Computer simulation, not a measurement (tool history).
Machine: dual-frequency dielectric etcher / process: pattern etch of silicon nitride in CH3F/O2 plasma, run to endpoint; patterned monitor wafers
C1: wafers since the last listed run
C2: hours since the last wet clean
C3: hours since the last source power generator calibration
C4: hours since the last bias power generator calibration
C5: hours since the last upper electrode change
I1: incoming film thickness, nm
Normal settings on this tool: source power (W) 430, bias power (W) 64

{"run": 1, "day": 0.0, "source power (W)": 370, "bias power (W)": 64, "C1": 0, "C2": 337.2, "C3": 3902.0, "C4": 2606.0, "C5": 5712.2, "I1": 68.0, "endpoint time (s)": 87.4}
{"run": 2, "day": 0.254, "source power (W)": 370, "bias power (W)": 64, "C1": 40, "C2": 343.3, "C3": 3908.1, "C4": 2612.1, "C5": 5718.3, "I1": 67.6, "endpoint time (s)": 88.1}
{"run": 3, "day": 0.604, "source power (W)": 370, "bias power (W)": 64, "C1": 55, "C2": 351.7, "C3": 3916.5, "C4": 2620.5, "C5": 5726.7, "I1": 68.3, "endpoint time (s)": 88.2}
{"run": 4, "day": 1.454, "source power (W)": 350, "bias power (W)": 64, "C1": 134, "C2": 372.1, "C3": 3936.9, "C4": 2640.9, "C5": 5747.1, "I1": 68.2, "endpoint time (s)": 88.4}
{"run": 5, "day": 2.175, "source power (W)": 350, "bias power (W)": 64, "C1": 114, "C2": 389.4, "C3": 3954.2, "C4": 2658.2, "C5": 5764.4, "I1": 67.9, "endpoint time (s)": 88.6}
{"run": 6, "day": 2.917, "source power (W)": 350, "bias power (W)": 64, "C1": 117, "C2": 407.2, "C3": 3972.0, "C4": 2676.0, "C5": 5782.2, "I1": 68.3, "endpoint time (s)": 90.2}
{"day": 3.571, "done": "source power generator calibrated"}
{"run": 7, "day": 3.592, "source power (W)": 480, "bias power (W)": 73, "C1": 80, "C2": 423.4, "C3": 0.5, "C4": 2692.2, "C5": 5798.4, "I1": 67.7, "endpoint time (s)": 80.8}
{"run": 8, "day": 4.233, "source power (W)": 480, "bias power (W)": 73, "C1": 101, "C2": 438.8, "C3": 15.9, "C4": 2707.6, "C5": 5813.8, "I1": 67.5, "endpoint time (s)": 80.8}
{"run": 9, "day": 4.904, "source power (W)": 470, "bias power (W)": 64, "C1": 106, "C2": 454.9, "C3": 32.0, "C4": 2723.7, "C5": 5829.9, "I1": 67.2, "endpoint time (s)": 83.2}
{"day": 6.429, "done": "wet clean of the chamber"}
{"day": 6.608, "done": "upper electrode replaced"}
{"run": 10, "day": 6.629, "source power (W)": 470, "bias power (W)": 64, "C1": 86, "C2": 4.8, "C3": 73.4, "C4": 2765.1, "C5": 0.5, "I1": 68.0, "endpoint time (s)": 81.5}
{"run": 11, "day": 6.646, "source power (W)": 340, "bias power (W)": 69, "C1": 2, "C2": 5.2, "C3": 73.8, "C4": 2765.5, "C5": 0.9, "I1": 67.8, "endpoint time (s)": 84.1}
{"run": 12, "day": 7.129, "source power (W)": 350, "bias power (W)": 64, "C1": 76, "C2": 16.8, "C3": 85.4, "C4": 2777.1, "C5": 12.5, "I1": 67.8, "endpoint time (s)": 85.2}
{"day": 7.658, "done": "bias power generator calibrated"}
{"run": 13, "day": 7.704, "source power (W)": 460, "bias power (W)": 54, "C1": 64, "C2": 30.6, "C3": 99.2, "C4": 1.1, "C5": 26.3, "I1": 67.7, "endpoint time (s)": 84.6}
{"run": 14, "day": 7.992, "source power (W)": 430, "bias power (W)": 64, "C1": 45, "C2": 37.5, "C3": 106.1, "C4": 8.0, "C5": 33.2, "I1": 68.0, "endpoint time (s)": 82.6}
{"run": 15, "day": 8.512, "source power (W)": 430, "bias power (W)": 64, "C1": 82, "C2": 50.0, "C3": 118.6, "C4": 20.5, "C5": 45.7, "I1": 67.5, "endpoint time (s)": 82.4}
{"run": 16, "day": 8.817, "source power (W)": 520, "bias power (W)": 64, "C1": 48, "C2": 57.3, "C3": 125.9, "C4": 27.8, "C5": 53.0, "I1": 67.5, "endpoint time (s)": 78.8}
{"run": 17, "day": 9.396, "source power (W)": 460, "bias power (W)": 52, "C1": 91, "C2": 71.2, "C3": 139.8, "C4": 41.7, "C5": 66.9, "I1": 67.1, "endpoint time (s)": 85.0}
{"run": 18, "day": 9.675, "source power (W)": 330, "bias power (W)": 74, "C1": 44, "C2": 77.9, "C3": 146.5, "C4": 48.4, "C5": 73.6, "I1": 68.2, "endpoint time (s)": 83.8}
{"run": 19, "day": 10.012, "source power (W)": 470, "bias power (W)": 55, "C1": 53, "C2": 86.0, "C3": 154.6, "C4": 56.5, "C5": 81.7, "I1": 68.0, "endpoint time (s)": 85.3}
{"run": 20, "day": 10.454, "source power (W)": 430, "bias power (W)": 64, "C1": 70, "C2": 96.6, "C3": 165.2, "C4": 67.1, "C5": 92.3, "I1": 68.3, "endpoint time (s)": 83.4}
{"run": 21, "day": 10.775, "source power (W)": 490, "bias power (W)": 54, "C1": 50, "C2": 104.3, "C3": 172.9, "C4": 74.8, "C5": 100.0, "I1": 67.4, "endpoint time (s)": 84.4}
{"run": 22, "day": 11.271, "source power (W)": 430, "bias power (W)": 77, "C1": 78, "C2": 116.2, "C3": 184.8, "C4": 86.7, "C5": 111.9, "I1": 67.9, "endpoint time (s)": 79.0}

Results for each run, recomputed without the tool's hidden state and with each run's random variation untouched:
What the log doesn't record here: etch rate over this chamber's usual, %; source power that arrives over what is set, %; bias power that arrives over what is set, %.
run=1 endpoint_time_(s)=83.8
run=2 endpoint_time_(s)=84.5
run=3 endpoint_time_(s)=84.4
run=4 endpoint_time_(s)=84.5
run=5 endpoint_time_(s)=84.6
run=6 endpoint_time_(s)=85.9
run=7 endpoint_time_(s)=76.9
run=8 endpoint_time_(s)=76.8
run=9 endpoint_time_(s)=78.9
run=10 endpoint_time_(s)=81.2
run=11 endpoint_time_(s)=83.8
run=12 endpoint_time_(s)=84.8
run=13 endpoint_time_(s)=84.1
run=14 endpoint_time_(s)=82.1
run=15 endpoint_time_(s)=81.8
run=16 endpoint_time_(s)=78.1
run=17 endpoint_time_(s)=84.2
run=18 endpoint_time_(s)=82.9
run=19 endpoint_time_(s)=84.3
run=20 endpoint_time_(s)=82.4
run=21 endpoint_time_(s)=83.3
run=22 endpoint_time_(s)=77.9
